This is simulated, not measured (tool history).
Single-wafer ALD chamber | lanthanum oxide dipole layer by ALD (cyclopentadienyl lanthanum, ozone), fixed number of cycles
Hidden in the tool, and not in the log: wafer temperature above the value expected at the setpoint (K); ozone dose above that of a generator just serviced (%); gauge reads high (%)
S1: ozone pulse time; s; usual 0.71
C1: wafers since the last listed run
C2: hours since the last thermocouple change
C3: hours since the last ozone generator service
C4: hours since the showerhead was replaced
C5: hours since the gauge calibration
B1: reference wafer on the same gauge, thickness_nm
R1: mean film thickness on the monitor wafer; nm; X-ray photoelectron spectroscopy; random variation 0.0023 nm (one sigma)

run	day	S1	C1	C2	C3	C4	C5	B1	R1
1	0.000	0.60	0	1405.6	670.3	2640.6	694.7	0.477	0.426
# day 0.629: ozone generator serviced
2	0.858	0.82	364	1426.2	5.5	2661.2	715.3	0.477	0.458
3	2.067	0.82	837	1455.2	34.5	2690.2	744.3	0.477	0.461
4	3.454	0.71	962	1488.5	67.8	2723.5	777.6	0.477	0.443
5	4.758	0.71	904	1519.8	99.1	2754.8	808.9	0.478	0.440
6	6.075	0.71	913	1551.4	130.7	2786.4	840.5	0.477	0.438
# day 6.838: gauge calibrated
7	7.367	0.91	895	1582.4	161.7	2817.4	12.7	0.477	0.465
8	7.908	0.91	375	1595.4	174.7	2830.4	25.7	0.477	0.475
9	9.329	0.91	985	1629.5	208.8	2864.5	59.8	0.477	0.471
10	10.217	0.71	615	1650.8	230.1	2885.8	81.1	0.476	0.438
11	11.654	0.99	996	1685.3	264.6	2920.3	115.6	0.477	0.476
12	12.521	0.93	601	1706.1	285.4	2941.1	136.4	0.477	0.474
13	13.242	0.43	499	1723.4	302.7	2958.4	153.7	0.477	0.384
14	14.129	0.90	615	1744.7	324.0	2979.7	175.0	0.477	0.469
# day 15.412: showerhead replaced
15	15.608	0.89	794	1780.2	359.5	4.7	210.5	0.477	0.466
# day 16.029: thermocouple changed; heater temperature recalibrated
16	16.762	0.62	569	17.6	387.2	32.4	238.2	0.477	0.426
17	17.862	0.71	762	44.0	413.6	58.8	264.6	0.477	0.442
18	19.275	0.49	979	77.9	447.5	92.7	298.5	0.477	0.403
19	20.317	0.71	722	102.9	472.5	117.7	323.5	0.477	0.446
20	21.067	0.86	520	120.9	490.5	135.7	341.5	0.477	0.466
21	21.779	0.53	494	138.0	507.6	152.8	358.6	0.477	0.406
22	22.550	0.50	534	156.5	526.1	171.3	377.1	0.477	0.398
23	23.083	0.80	369	169.3	538.9	184.1	389.9	0.477	0.453
24	24.562	0.71	1025	204.8	574.4	219.6	425.4	0.477	0.438
25	25.308	0.71	517	222.7	592.3	237.5	443.3	0.477	0.443
26	26.688	0.71	956	255.8	625.4	270.6	476.4	0.477	0.439
27	29.517	0.63	1962	323.7	693.3	338.5	544.3	0.477	0.424
28	30.854	0.96	927	355.8	725.4	370.6	576.4	0.477	0.477
29	31.404	0.85	381	369.0	738.6	383.8	589.6	0.477	0.462
30	32.738	0.71	924	401.0	770.6	415.8	621.6	0.478	0.438
# day 33.217: ozone generator serviced
31	33.504	0.50	300	419.4	6.9	434.2	640.0	0.477	0.401
32	34.267	0.71	528	437.7	25.2	452.5	658.3	0.477	0.441
33	37.479	0.54	2227	514.8	102.3	529.6	735.4	0.477	0.404

5 ways to go on from here, each from the tool as it stands after run 33. What would each give?
A	37.496	0.98	11	515.2	102.7	530.0	735.8	?	?
B	37.496	0.57	11	515.2	102.7	530.0	735.8	?	?
C	37.496	0.48	11	515.2	102.7	530.0	735.8	?	?
D	37.496	0.97	11	515.2	102.7	530.0	735.8	?	?
E	37.496	0.46	11	515.2	102.7	530.0	735.8	?	?

run	B1	R1
A	0.477	0.484
B	0.477	0.420
C	0.477	0.401
D	0.477	0.483
E	0.477	0.397
Without the tool's hidden state the same runs would have given:
run	R1
A	0.484
B	0.420
C	0.401
D	0.483
E	0.397
